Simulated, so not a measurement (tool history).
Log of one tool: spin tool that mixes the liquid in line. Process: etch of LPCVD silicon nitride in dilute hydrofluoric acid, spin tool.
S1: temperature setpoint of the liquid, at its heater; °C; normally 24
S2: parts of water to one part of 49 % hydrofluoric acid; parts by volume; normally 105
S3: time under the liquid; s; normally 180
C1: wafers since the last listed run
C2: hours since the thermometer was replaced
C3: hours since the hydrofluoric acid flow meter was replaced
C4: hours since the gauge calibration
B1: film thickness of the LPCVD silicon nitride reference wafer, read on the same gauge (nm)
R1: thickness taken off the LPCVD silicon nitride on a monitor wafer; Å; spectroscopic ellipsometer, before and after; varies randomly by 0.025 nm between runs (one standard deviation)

| run | hour | S1 | S2 | S3 | C1 | C2 | C3 | C4 | B1 | R1 |
|---|---|---|---|---|---|---|---|---|---|---|
| 1 | 0 | 24 | 105 | 180 | 0 | 282.8 | 780.9 | 192.7 | 120 | 9.56 |
| 2 | 20.1 | 24 | 105 | 180 | 90 | 302.9 | 801 | 212.8 | 120.004 | 9.48 |
| 3 | 53.3 | 24 | 105 | 180 | 149 | 336.1 | 834.2 | 246 | 120.02 | 9.77 |
| 4 | 85.2 | 24 | 105 | 180 | 143 | 368 | 866.1 | 277.9 | 120.001 | 9.34 |
| 5 | 118.9 | 24 | 105 | 180 | 151 | 401.7 | 899.8 | 311.6 | 119.979 | 9.28 |
| 6 | 148.7 | 24 | 105 | 180 | 134 | 431.5 | 929.6 | 341.4 | 120.001 | 9.98 |
| 7 | 179.5 | 24 | 105 | 180 | 138 | 462.3 | 960.4 | 372.2 | 119.994 | 9.73 |
|  | 201.7 | hydrofluoric acid flow meter replaced |
| 8 | 208.3 | 24 | 105 | 180 | 125 | 491.1 | 6.6 | 401 | 119.976 | 9.74 |
| 9 | 224.3 | 24 | 105 | 180 | 72 | 507.1 | 22.6 | 417 | 119.995 | 9.56 |
|  | 239 | gauge calibrated |
| 10 | 258 | 27.5 | 105 | 180 | 151 | 540.8 | 56.3 | 19 | 119.99 | 11.93 |
| 11 | 272.9 | 21.5 | 105 | 135 | 67 | 555.7 | 71.2 | 33.9 | 120.001 | 5.93 |
| 12 | 296.2 | 24 | 105 | 180 | 104 | 579 | 94.5 | 57.2 | 119.993 | 9.42 |
|  | 300.9 | thermometer replaced |
| 13 | 353.3 | 24 | 155 | 215 | 252 | 52.4 | 151.6 | 114.3 | 120.019 | 8.71 |
| 14 | 366.5 | 24 | 55 | 210 | 59 | 65.6 | 164.8 | 127.5 | 120.014 | 23.19 |
|  | 374.7 | thermometer replaced, repeated, since the last time left the tool worse |
| 15 | 383.9 | 24 | 105 | 180 | 73 | 9.2 | 182.2 | 144.9 | 119.995 | 9.27 |
| 16 | 405.3 | 26.5 | 135 | 180 | 96 | 30.6 | 203.6 | 166.3 | 120.015 | 8.54 |
| 17 | 438.5 | 24 | 105 | 180 | 149 | 63.8 | 236.8 | 199.5 | 119.986 | 8.53 |
| 18 | 460.4 | 22 | 130 | 240 | 98 | 85.7 | 258.7 | 221.4 | 119.992 | 8.5 |
| 19 | 473.8 | 26.5 | 60 | 270 | 60 | 99.1 | 272.1 | 234.8 | 120.006 | 27.99 |

Entry by entry between the runs, the difference in hidden state between the last listed run before and the first listed run after:
In the gap between runs 7 and 8: hydrofluoric acid flow meter replaced (hour 201.7)
  liquid hotter than its thermometer reads (K): 1.41 -> 1.48
  difference, measured minus the result without the unlogged condition, R1: +0.86 -> +0.9 Å
In the gap between runs 9 and 10: gauge calibrated (hour 239)
  liquid hotter than its thermometer reads (K): 1.52 -> 1.61
  difference, measured minus the result without the unlogged condition, R1: +0.9 -> +1.16 Å
In the gap between runs 12 and 13: thermometer replaced (hour 300.9)
  liquid hotter than its thermometer reads (K): 1.7 -> 3.2
  difference, measured minus the result without the unlogged condition, R1: +0.99 -> +1.6 Å
In the gap between runs 14 and 15: thermometer replaced, repeated, since the last time left the tool worse (hour 374.7)
  liquid hotter than its thermometer reads (K): 3.23 -> 0.182
  difference, measured minus the result without the unlogged condition, R1: +4.48 -> +0.11 Å
